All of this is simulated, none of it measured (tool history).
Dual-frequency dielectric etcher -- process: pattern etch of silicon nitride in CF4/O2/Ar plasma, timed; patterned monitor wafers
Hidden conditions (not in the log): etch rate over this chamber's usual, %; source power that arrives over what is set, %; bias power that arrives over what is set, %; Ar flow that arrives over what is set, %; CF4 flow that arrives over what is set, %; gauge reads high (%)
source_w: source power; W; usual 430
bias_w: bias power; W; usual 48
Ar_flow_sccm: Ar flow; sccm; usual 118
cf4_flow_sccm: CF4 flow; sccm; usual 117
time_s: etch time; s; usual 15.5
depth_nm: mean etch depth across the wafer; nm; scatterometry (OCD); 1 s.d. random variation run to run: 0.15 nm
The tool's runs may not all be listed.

run   hour  source_w  bias_w  Ar_flow_sccm  cf4_flow_sccm  time_s  wafers since the last listed run  hours since the last wet clean  hours since the last source power generator calibration  hours since the last bias power generator calibration  hours since the last Ar flow controller change  hours since the last CF4 flow controller change  hours since the last upper electrode change  hours since the gauge calibration  read-back reference wafer on the same gauge, depth_nm  depth_nm
  1    0.0       430      48           118            117    15.5                                 0                           310.8                                                   2916.8                                                 4434.2                                          3963.5                                           5101.3                                       4701.1                              146.0                                                  21.50     23.43
  2   24.2       430      48           118            117    15.5                               463                           335.0                                                   2941.0                                                 4458.4                                          3987.7                                           5125.5                                       4725.3                              170.2                                                  21.53     23.44
  3   38.7       430      48           118            117    15.5                               277                           349.5                                                   2955.5                                                 4472.9                                          4002.2                                           5140.0                                       4739.8                              184.7                                                  21.46     23.24
  4   65.7       430      48           118            117    15.5                               517                           376.5                                                   2982.5                                                 4499.9                                          4029.2                                           5167.0                                       4766.8                              211.7                                                  21.54     23.67
  5   91.1       430      48           118            117    15.5                               486                           401.9                                                   3007.9                                                 4525.3                                          4054.6                                           5192.4                                       4792.2                              237.1                                                  21.54     23.25
  6  104.0       430      48           118            117    15.5                               247                           414.8                                                   3020.8                                                 4538.2                                          4067.5                                           5205.3                                       4805.1                              250.0                                                  21.48     23.29
     108.5  -- gauge calibrated
     129.0  -- Ar flow controller replaced
     138.4  -- upper electrode replaced
  7  139.2       430      55           105            117    15.5                               379                           450.0                                                   3056.0                                                 4573.4                                            10.2                                           5240.5                                          0.8                               30.7                                                  21.51     24.64
     161.3  -- CF4 flow controller replaced
  8  162.9       400      52           144             88    15.5                               339                           473.7                                                   3079.7                                                 4597.1                                            33.9                                              1.6                                         24.5                               54.4                                                  21.45     21.46

What will run 9 give?
  9  186.8       430      48           118            117    15.5                               458                           497.6                                                   3103.6                                                 4621.0                                            57.8                                             25.5                                         48.4                               78.3                                                      ?         ?

read-back reference wafer on the same gauge, depth_nm: 21.48
depth_nm: 23.38 nm
Minus the tool's unlogged condition, the same run would have read depth_nm 24.29 nm.
